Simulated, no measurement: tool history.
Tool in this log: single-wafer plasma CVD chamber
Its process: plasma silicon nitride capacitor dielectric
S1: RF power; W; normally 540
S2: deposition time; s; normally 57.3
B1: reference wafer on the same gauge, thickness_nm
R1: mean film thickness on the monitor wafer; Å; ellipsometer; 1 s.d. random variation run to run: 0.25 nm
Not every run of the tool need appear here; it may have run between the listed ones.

run,hour,S1,S2,B1,R1
1,0.0,540,57.3,92.243,866.57
2,85.8,540,57.3,92.204,871.35
3,185.7,540,57.3,92.165,864.95
4,228.9,540,57.3,92.241,863.57
5,329.2,540,57.3,92.242,868.34
6,606.8,570,57.3,92.188,876.76
# hour 609.9: gauge calibrated
7,712.1,570,57.3,92.238,875.43
# hour 748.6: RF generator calibrated
8,783.4,570,57.3,92.178,884.68
9,883.3,610,52.1,92.314,823.65
10,921.9,455,62.4,92.172,899.51

What does the tool deliver on the next run?
11,981.0,540,57.3,?,?

{"run 11": {"B1": 92.195, "R1": 874.69}}
Had the tool carried no hidden state, the very same run would have given R1 876.13 Å.
